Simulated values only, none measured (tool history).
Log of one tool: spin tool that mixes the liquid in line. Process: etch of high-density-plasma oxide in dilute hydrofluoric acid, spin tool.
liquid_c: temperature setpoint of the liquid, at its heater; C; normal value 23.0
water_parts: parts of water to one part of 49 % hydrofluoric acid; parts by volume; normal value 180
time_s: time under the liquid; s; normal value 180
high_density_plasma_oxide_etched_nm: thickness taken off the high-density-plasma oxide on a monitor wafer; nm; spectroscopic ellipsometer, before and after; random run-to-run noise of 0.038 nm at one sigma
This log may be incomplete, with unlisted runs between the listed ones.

| run | hour | liquid_c | water_parts | time_s | wafers since the last listed run | hours since the thermometer was replaced | hours since the hydrofluoric acid flow meter was replaced | hours since the gauge calibration | read-back film thickness of the high-density-plasma oxide reference wafer, read on the same gauge (nm) | high_density_plasma_oxide_etched_nm |
|---|---|---|---|---|---|---|---|---|---|---|
| 1 | 0.0 | 21.0 | 215 | 180 | 0 | 826.8 | 250.0 | 301.4 | 119.96 | 7.00 |
| 2 | 24.7 | 21.0 | 215 | 180 | 109 | 851.5 | 274.7 | 326.1 | 119.99 | 7.00 |
| 3 | 58.6 | 23.0 | 180 | 180 | 149 | 885.4 | 308.6 | 360.0 | 120.00 | 9.35 |
| 4 | 76.2 | 23.0 | 180 | 180 | 77 | 903.0 | 326.2 | 377.6 | 120.00 | 9.35 |
| 5 | 102.4 | 23.0 | 180 | 180 | 115 | 929.2 | 352.4 | 403.8 | 120.01 | 9.29 |
| 6 | 114.9 | 20.5 | 180 | 180 | 55 | 941.7 | 364.9 | 416.3 | 120.00 | 8.46 |
| 7 | 140.7 | 23.0 | 215 | 180 | 114 | 967.5 | 390.7 | 442.1 | 119.99 | 7.45 |
|  | 165.3 | thermometer replaced |
| 8 | 168.2 | 23.0 | 215 | 180 | 117 | 2.9 | 418.2 | 469.6 | 120.03 | 7.48 |
| 9 | 192.7 | 23.0 | 180 | 180 | 108 | 27.4 | 442.7 | 494.1 | 119.98 | 9.28 |
| 10 | 221.1 | 23.0 | 180 | 180 | 125 | 55.8 | 471.1 | 522.5 | 120.00 | 9.31 |
| 11 | 249.1 | 23.0 | 180 | 180 | 123 | 83.8 | 499.1 | 550.5 | 120.00 | 9.22 |
| 12 | 281.6 | 20.0 | 180 | 215 | 143 | 116.3 | 531.6 | 583.0 | 120.01 | 9.90 |
|  | 303.4 | gauge calibrated |
| 13 | 315.9 | 20.0 | 180 | 215 | 151 | 150.6 | 565.9 | 12.5 | 119.99 | 9.83 |
| 14 | 345.2 | 23.0 | 180 | 180 | 129 | 179.9 | 595.2 | 41.8 | 120.02 | 9.22 |
| 15 | 357.2 | 23.0 | 245 | 240 | 53 | 191.9 | 607.2 | 53.8 | 119.97 | 8.46 |
| 16 | 373.4 | 27.0 | 155 | 90 | 71 | 208.1 | 623.4 | 70.0 | 120.04 | 6.42 |
| 17 | 424.9 | 26.5 | 180 | 180 | 227 | 259.6 | 674.9 | 121.5 | 120.01 | 10.46 |
| 18 | 437.1 | 23.0 | 220 | 180 | 53 | 271.8 | 687.1 | 133.7 | 120.02 | 7.16 |
| 19 | 453.4 | 23.0 | 180 | 180 | 72 | 288.1 | 703.4 | 150.0 | 119.99 | 9.20 |
| 20 | 468.5 | 25.5 | 180 | 180 | 66 | 303.2 | 718.5 | 165.1 | 120.01 | 10.11 |
| 21 | 492.5 | 23.0 | 180 | 180 | 106 | 327.2 | 742.5 | 189.1 | 120.02 | 9.27 |
| 22 | 509.6 | 23.0 | 180 | 95 | 75 | 344.3 | 759.6 | 206.2 | 120.00 | 4.86 |
| 23 | 526.9 | 23.0 | 115 | 95 | 76 | 361.6 | 776.9 | 223.5 | 119.96 | 8.16 |
|  | 558.9 | hydrofluoric acid flow meter replaced |
| 24 | 559.3 | 26.0 | 225 | 245 | 138 | 394.0 | 0.4 | 255.9 | 120.01 | 10.94 |
| 25 | 590.1 | 23.0 | 180 | 180 | 136 | 424.8 | 31.2 | 286.7 | 120.01 | 9.40 |
| 26 | 607.8 | 25.5 | 145 | 105 | 78 | 442.5 | 48.9 | 304.4 | 120.02 | 7.85 |
| 27 | 640.6 | 28.0 | 180 | 285 | 145 | 475.3 | 81.7 | 337.2 | 119.99 | 17.88 |
| 28 | 675.9 | 23.0 | 180 | 180 | 156 | 510.6 | 117.0 | 372.5 | 120.01 | 9.41 |
| 29 | 700.6 | 23.0 | 180 | 180 | 109 | 535.3 | 141.7 | 397.2 | 120.02 | 9.39 |
| 30 | 736.5 | 27.0 | 120 | 260 | 158 | 571.2 | 177.6 | 433.1 | 120.00 | 25.25 |
| 31 | 756.2 | 26.5 | 180 | 180 | 87 | 590.9 | 197.3 | 452.8 | 120.02 | 10.64 |
| 32 | 777.3 | 27.5 | 180 | 180 | 93 | 612.0 | 218.4 | 473.9 | 120.00 | 11.05 |

Measured minus without-hidden-state, run by run (identical run-to-run variation in each term; gauge scatter may differ):
Hidden conditions of the tool in this case: liquid hotter than its thermometer reads (K); hydrofluoric acid flow below the setpoint (%); gauge reads high (%).
| run | high_density_plasma_oxide_etched_nm |
|---|---|
| 1 | -0.07 |
| 2 | -0.08 |
| 3 | -0.12 |
| 4 | -0.11 |
| 5 | -0.13 |
| 6 | -0.11 |
| 7 | -0.11 |
| 8 | -0.12 |
| 9 | -0.15 |
| 10 | -0.16 |
| 11 | -0.16 |
| 12 | -0.19 |
| 13 | -0.19 |
| 14 | -0.19 |
| 15 | -0.18 |
| 16 | -0.13 |
| 17 | -0.25 |
| 18 | -0.17 |
| 19 | -0.21 |
| 20 | -0.24 |
| 21 | -0.23 |
| 22 | -0.12 |
| 23 | -0.20 |
| 24 | -0.01 |
| 25 | -0.02 |
| 26 | -0.02 |
| 27 | -0.06 |
| 28 | -0.05 |
| 29 | -0.05 |
| 30 | -0.15 |
| 31 | -0.07 |
| 32 | -0.08 |

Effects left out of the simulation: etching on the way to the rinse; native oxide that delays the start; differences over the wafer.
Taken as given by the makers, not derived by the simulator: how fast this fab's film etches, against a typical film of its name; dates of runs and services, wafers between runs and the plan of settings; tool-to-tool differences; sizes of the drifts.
